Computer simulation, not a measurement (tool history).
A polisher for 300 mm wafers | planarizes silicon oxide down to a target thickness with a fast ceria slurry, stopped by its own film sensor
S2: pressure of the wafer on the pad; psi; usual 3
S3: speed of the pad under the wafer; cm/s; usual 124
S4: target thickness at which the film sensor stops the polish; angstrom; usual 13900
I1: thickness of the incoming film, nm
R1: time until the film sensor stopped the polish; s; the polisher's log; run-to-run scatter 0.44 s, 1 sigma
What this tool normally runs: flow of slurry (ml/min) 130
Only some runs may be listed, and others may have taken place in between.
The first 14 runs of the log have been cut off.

{"run": 15, "hour": 427.7, "flow of slurry (ml/min)": 100, "S2": 3, "S3": 124, "S4": 13900, "I1": 2183, "R1": 33.5}
{"run": 16, "hour": 457.3, "flow of slurry (ml/min)": 100, "S2": 3, "S3": 124, "S4": 13900, "I1": 2191.4, "R1": 34.1}
{"run": 17, "hour": 480.4, "flow of slurry (ml/min)": 130, "S2": 3, "S3": 124, "S4": 15940, "I1": 2177, "R1": 24}
{"run": 18, "hour": 498.4, "flow of slurry (ml/min)": 130, "S2": 3, "S3": 80, "S4": 11400, "I1": 2161.1, "R1": 62.2}
{"hour": 504.8, "done": "worn pad replaced by a new one, of another model than before"}
{"run": 19, "hour": 533.8, "flow of slurry (ml/min)": 130, "S2": 3, "S3": 124, "S4": 12870, "I1": 2151, "R1": 33.4}
{"run": 20, "hour": 552.6, "flow of slurry (ml/min)": 105, "S2": 3, "S3": 166, "S4": 13900, "I1": 2133.9, "R1": 25.7}
{"run": 21, "hour": 572.1, "flow of slurry (ml/min)": 100, "S2": 2.2, "S3": 124, "S4": 13190, "I1": 2140, "R1": 39.9}
{"run": 22, "hour": 596.5, "flow of slurry (ml/min)": 160, "S2": 2.2, "S3": 136, "S4": 11920, "I1": 2185.3, "R1": 43.3}
{"run": 23, "hour": 618.1, "flow of slurry (ml/min)": 130, "S2": 3, "S3": 124, "S4": 13900, "I1": 2168.4, "R1": 31.7}
{"hour": 684.2, "done": "slurry nozzle cleaned"}
{"run": 24, "hour": 684.7, "flow of slurry (ml/min)": 130, "S2": 3, "S3": 138, "S4": 15060, "I1": 2139.3, "R1": 25.6}
{"hour": 701.1, "done": "worn pad replaced by a new one"}
{"run": 25, "hour": 719.3, "flow of slurry (ml/min)": 110, "S2": 3, "S3": 162, "S4": 11520, "I1": 2214, "R1": 35.8}
{"run": 26, "hour": 744.2, "flow of slurry (ml/min)": 100, "S2": 3, "S3": 124, "S4": 13900, "I1": 2163.2, "R1": 30.3}
{"run": 27, "hour": 763.7, "flow of slurry (ml/min)": 130, "S2": 2.5, "S3": 124, "S4": 12620, "I1": 2204.1, "R1": 40.3}
{"run": 28, "hour": 780.3, "flow of slurry (ml/min)": 130, "S2": 3, "S3": 124, "S4": 13900, "I1": 2156.3, "R1": 30}
{"run": 29, "hour": 800.6, "flow of slurry (ml/min)": 130, "S2": 3, "S3": 124, "S4": 13900, "I1": 2160, "R1": 30.7}
{"run": 30, "hour": 821.2, "flow of slurry (ml/min)": 130, "S2": 3, "S3": 150, "S4": 14790, "I1": 2215.5, "R1": 27.6}
{"run": 31, "hour": 845.6, "flow of slurry (ml/min)": 130, "S2": 3, "S3": 124, "S4": 13900, "I1": 2165.6, "R1": 32.6}
{"run": 32, "hour": 863.2, "flow of slurry (ml/min)": 130, "S2": 3, "S3": 124, "S4": 11210, "I1": 2155, "R1": 43.6}

5 ways to go on from here, each from the tool as it stands after run 32. What would each give?
{"run": "A", "hour": 863.6, "flow of slurry (ml/min)": 110, "S2": 3, "S3": 124, "S4": 13900, "I1": 2193.2, "R1": "?"}
{"run": "B", "hour": 863.6, "flow of slurry (ml/min)": 130, "S2": 2.1, "S3": 152, "S4": 13900, "I1": 2193.2, "R1": "?"}
{"run": "C", "hour": 863.6, "flow of slurry (ml/min)": 130, "S2": 2.5, "S3": 124, "S4": 12540, "I1": 2193.2, "R1": "?"}
{"run": "D", "hour": 863.6, "flow of slurry (ml/min)": 130, "S2": 3.5, "S3": 86, "S4": 13900, "I1": 2193.2, "R1": "?"}
{"run": "E", "hour": 863.6, "flow of slurry (ml/min)": 155, "S2": 2.1, "S3": 124, "S4": 12350, "I1": 2193.2, "R1": "?"}

run=A R1=34.2
run=B R1=37
run=C R1=43.7
run=D R1=35.8
run=E R1=48.1
Had the tool no hidden state, the same runs would have come out as:
run=A R1=31
run=B R1=33.6
run=C R1=39.7
run=D R1=32.5
run=E R1=43.6

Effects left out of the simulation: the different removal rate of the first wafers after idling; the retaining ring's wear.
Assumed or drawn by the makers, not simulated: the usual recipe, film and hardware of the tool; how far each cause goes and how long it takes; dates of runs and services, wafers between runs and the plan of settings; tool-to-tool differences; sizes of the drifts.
